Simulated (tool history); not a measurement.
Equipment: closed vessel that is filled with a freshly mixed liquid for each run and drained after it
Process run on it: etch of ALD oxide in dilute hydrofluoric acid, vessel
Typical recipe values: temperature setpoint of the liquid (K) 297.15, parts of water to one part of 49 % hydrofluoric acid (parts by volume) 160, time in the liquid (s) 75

run	hour	temperature setpoint of the liquid (K)	parts of water to one part of 49 % hydrofluoric acid (parts by volume)	time in the liquid (s)	wafers since the last listed run	hours since the thermometer was replaced	hours since the hydrofluoric acid flow meter was replaced	hours since the gauge calibration	read-back film thickness of the ALD oxide reference wafer, read on the same gauge (nm)	thickness taken off the ALD oxide on a monitor wafer (nm)
1	0	297.15	160	75	0	480	1347.7	461.6	30	6.89
2	27.3	297.15	160	75	2223	507.3	1375	488.9	30	6.91
# hour 33.8: thermometer replaced
3	61.2	297.15	160	75	2679	27.4	1408.9	522.8	30	6.81
4	155.4	297.15	160	75	7673	121.6	1503.1	617	30.01	6.81
5	170.3	297.15	160	75	1213	136.5	1518	631.9	29.99	6.89
6	200.2	297.15	160	75	2435	166.4	1547.9	661.8	30	6.88
7	214.4	297.15	110	105	1156	180.6	1562.1	676	30.06	14.76
8	241.4	298.65	205	75	2199	207.6	1589.1	703	29.98	5.33
9	272.5	298.65	205	75	2533	238.7	1620.2	734.1	30.02	5.32
10	306.5	297.15	160	75	2769	272.7	1654.2	768.1	30.02	6.78
11	337.2	297.15	160	75	2500	303.4	1684.9	798.8	30	6.74
12	372.8	297.15	160	75	2899	339	1720.5	834.4	30.01	6.73
13	401.9	298.65	160	75	2370	368.1	1749.6	863.5	29.97	7.14
14	422.8	298.65	160	75	1702	389	1770.5	884.4	29.98	7.11
15	452.4	297.15	195	75	2411	418.6	1800.1	914	30	5.34
16	464.8	297.15	160	75	1010	431	1812.5	926.4	29.93	6.82
17	499.8	297.15	160	75	2850	466	1847.5	961.4	30.02	6.75
18	519.6	297.15	110	65	1612	485.8	1867.3	981.2	29.98	9.09

Run 19 has not been measured yet. What should we expect?
19	536.2	297.15	125	110	1352	502.4	1883.9	997.8	?	?

{"run 19": {"read-back film thickness of the ALD oxide reference wafer, read on the same gauge (nm)": 30.05, "thickness taken off the ALD oxide on a monitor wafer (nm)": 13.05}}
Had the tool carried no hidden state, the very same run would have given thickness taken off the ALD oxide on a monitor wafer (nm) 14.55.
